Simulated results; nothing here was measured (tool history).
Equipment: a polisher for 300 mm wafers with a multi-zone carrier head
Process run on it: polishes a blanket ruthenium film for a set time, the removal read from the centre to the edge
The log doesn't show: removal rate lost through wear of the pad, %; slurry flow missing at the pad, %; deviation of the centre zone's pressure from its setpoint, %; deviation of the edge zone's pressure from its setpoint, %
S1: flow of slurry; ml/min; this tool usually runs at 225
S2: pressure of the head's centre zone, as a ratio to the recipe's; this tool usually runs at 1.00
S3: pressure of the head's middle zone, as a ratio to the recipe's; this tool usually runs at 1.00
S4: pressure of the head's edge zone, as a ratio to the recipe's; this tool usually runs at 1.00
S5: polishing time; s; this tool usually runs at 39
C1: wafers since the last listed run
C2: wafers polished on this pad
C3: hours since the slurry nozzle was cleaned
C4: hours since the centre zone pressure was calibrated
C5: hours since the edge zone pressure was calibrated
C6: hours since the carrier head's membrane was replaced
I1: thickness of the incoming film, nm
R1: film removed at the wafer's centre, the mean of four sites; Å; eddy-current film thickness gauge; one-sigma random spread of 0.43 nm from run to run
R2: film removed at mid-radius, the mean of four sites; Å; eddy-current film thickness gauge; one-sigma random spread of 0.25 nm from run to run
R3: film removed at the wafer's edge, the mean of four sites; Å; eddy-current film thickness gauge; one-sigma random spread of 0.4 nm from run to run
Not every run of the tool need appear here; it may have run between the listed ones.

run 1 hour=0.0 | S1=290 S2=1.00 S3=1.00 S4=1.12 S5=39 | C1=0 C2=1563 C3=84.0 C4=73.5 C5=764.9 C6=44.0 | I1=439.3 | R1=419 R2=426 R3=442
-- hour=11.9 worn pad replaced by a new one
run 2 hour=12.4 | S1=225 S2=1.00 S3=1.00 S4=1.00 S5=39 | C1=122 C2=6 C3=96.4 C4=85.9 C5=777.3 C6=56.4 | I1=435.5 | R1=405 R2=413 R3=405
run 3 hour=19.7 | S1=225 S2=1.00 S3=1.00 S4=1.00 S5=39 | C1=106 C2=113 C3=103.7 C4=93.2 C5=784.6 C6=63.7 | I1=436.7 | R1=406 R2=410 R3=408
run 4 hour=28.0 | S1=225 S2=0.92 S3=0.92 S4=0.96 S5=39 | C1=121 C2=234 C3=112.0 C4=101.5 C5=792.9 C6=72.0 | I1=440.1 | R1=363 R2=385 R3=404
run 5 hour=41.7 | S1=225 S2=1.00 S3=1.00 S4=1.00 S5=39 | C1=200 C2=434 C3=125.7 C4=115.2 C5=806.6 C6=85.7 | I1=440.5 | R1=403 R2=410 R3=415
run 6 hour=54.5 | S1=225 S2=1.00 S3=1.00 S4=1.00 S5=39 | C1=186 C2=621 C3=138.5 C4=128.0 C5=819.4 C6=98.5 | I1=441.7 | R1=404 R2=410 R3=411
run 7 hour=70.8 | S1=260 S2=1.00 S3=1.00 S4=1.00 S5=30 | C1=238 C2=860 C3=154.8 C4=144.3 C5=835.7 C6=114.8 | I1=432.7 | R1=316 R2=322 R3=320
run 8 hour=84.3 | S1=225 S2=1.05 S3=0.96 S4=0.88 S5=30 | C1=197 C2=1057 C3=168.3 C4=157.8 C5=849.2 C6=128.3 | I1=436.9 | R1=330 R2=308 R3=299
run 9 hour=98.3 | S1=225 S2=1.00 S3=1.00 S4=1.00 S5=39 | C1=204 C2=1261 C3=182.3 C4=171.8 C5=863.2 C6=142.3 | I1=440.2 | R1=409 R2=410 R3=414
run 10 hour=109.0 | S1=225 S2=1.00 S3=1.05 S4=1.00 S5=45 | C1=156 C2=1418 C3=193.0 C4=182.5 C5=873.9 C6=153.0 | I1=441.6 | R1=476 R2=491 R3=476
-- hour=121.1 worn pad replaced by a new one
run 11 hour=121.6 | S1=225 S2=0.97 S3=1.06 S4=0.96 S5=53 | C1=125 C2=7 C3=205.6 C4=195.1 C5=886.5 C6=165.6 | I1=436.6 | R1=527 R2=586 R3=547
run 12 hour=132.3 | S1=225 S2=1.00 S3=1.00 S4=1.00 S5=39 | C1=156 C2=163 C3=216.3 C4=205.8 C5=897.2 C6=176.3 | I1=443.8 | R1=395 R2=412 R3=406
run 13 hour=147.3 | S1=225 S2=0.91 S3=1.00 S4=1.00 S5=39 | C1=219 C2=383 C3=231.3 C4=220.8 C5=912.2 C6=191.3 | I1=440.7 | R1=365 R2=410 R3=414
-- hour=167.3 edge zone pressure recalibrated
-- hour=183.5 slurry nozzle cleaned
run 14 hour=198.5 | S1=225 S2=0.90 S3=0.91 S4=0.93 S5=47 | C1=704 C2=1087 C3=15.0 C4=272.0 C5=31.2 C6=242.5 | I1=435.0 | R1=448 R2=457 R3=470
run 15 hour=210.4 | S1=285 S2=0.97 S3=1.07 S4=1.00 S5=31 | C1=173 C2=1260 C3=26.9 C4=283.9 C5=43.1 C6=254.4 | I1=445.9 | R1=323 R2=356 R3=324
run 16 hour=225.4 | S1=225 S2=1.07 S3=1.00 S4=1.00 S5=50 | C1=219 C2=1480 C3=41.9 C4=298.9 C5=58.1 C6=269.4 | I1=439.0 | R1=549 R2=527 R3=523

Run 17 has not been measured yet. What should we expect?
-- hour=237.9 worn pad replaced by a new one
run 17 hour=239.2 | S1=180 S2=1.11 S3=0.97 S4=1.00 S5=39 | C1=143 C2=19 C3=55.7 C4=312.7 C5=71.9 C6=283.2 | I1=441.7 | R1=? R2=? R3=?

For run 17 the tool returned R1 438 Å, R2 390 Å, R3 404 Å.
Were there no unlogged condition in the tool, this run, its random variation unchanged, would have produced R1 438 Å, R2 390 Å, R3 404 Å.
